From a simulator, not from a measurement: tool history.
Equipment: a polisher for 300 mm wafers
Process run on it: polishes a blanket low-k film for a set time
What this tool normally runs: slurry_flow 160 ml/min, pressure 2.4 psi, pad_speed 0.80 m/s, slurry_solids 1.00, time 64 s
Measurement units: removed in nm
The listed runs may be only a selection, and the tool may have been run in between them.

run   hour  slurry_flow  pressure  pad_speed  slurry_solids  time  incoming thickness of the incoming film, nm  removed
  1    0.0          200       2.4       0.80           1.00    64                                        654.2     23.8
      26.8  -- slurry nozzle cleaned
  2   33.2          160       2.4       0.80           0.80    48                                        654.8     14.6
      36.0  -- head pressure recalibrated
  3   47.9          160       2.0       0.80           1.00    74                                        650.4     22.0
  4   62.0          160       3.0       0.80           1.00    64                                        666.8     27.7
      77.8  -- worn pad replaced by a new one
  5  104.0          140       2.4       0.56           1.00    64                                        655.6     16.6
  6  116.2          160       2.4       0.80           1.00    48                                        666.3     16.4
  7  128.8          160       2.4       0.80           1.00    64                                        658.7     21.3
     136.6  -- conditioning disc replaced and pad reconditioned
  8  142.4          160       2.4       0.80           1.00    64                                        671.0     23.3
  9  160.2          145       2.4       0.62           1.25    82                                        654.1     27.0
 10  172.7          160       2.4       0.80           1.00    64                                        667.4     23.0
 11  189.3          110       2.4       0.70           0.85    64                                        659.8     17.7
 12  196.2          160       2.4       0.80           1.00    64                                        668.3     22.9
     203.8  -- worn pad replaced by a new one
     206.4  -- slurry blender recalibrated
 13  211.1          160       2.4       0.80           1.00    64                                        652.8     23.1
 14  217.5          160       2.1       0.80           1.00    64                                        669.0     20.3
 15  234.8          160       2.4       0.52           1.00    83                                        652.8     21.2

Forecast run 16:
 16  242.7          160       2.4       0.80           1.00    73                                        651.0        ?

{"run 16": {"removed": 25.4}}
Without the tool's hidden state the same run would have given removed 26.1 nm.

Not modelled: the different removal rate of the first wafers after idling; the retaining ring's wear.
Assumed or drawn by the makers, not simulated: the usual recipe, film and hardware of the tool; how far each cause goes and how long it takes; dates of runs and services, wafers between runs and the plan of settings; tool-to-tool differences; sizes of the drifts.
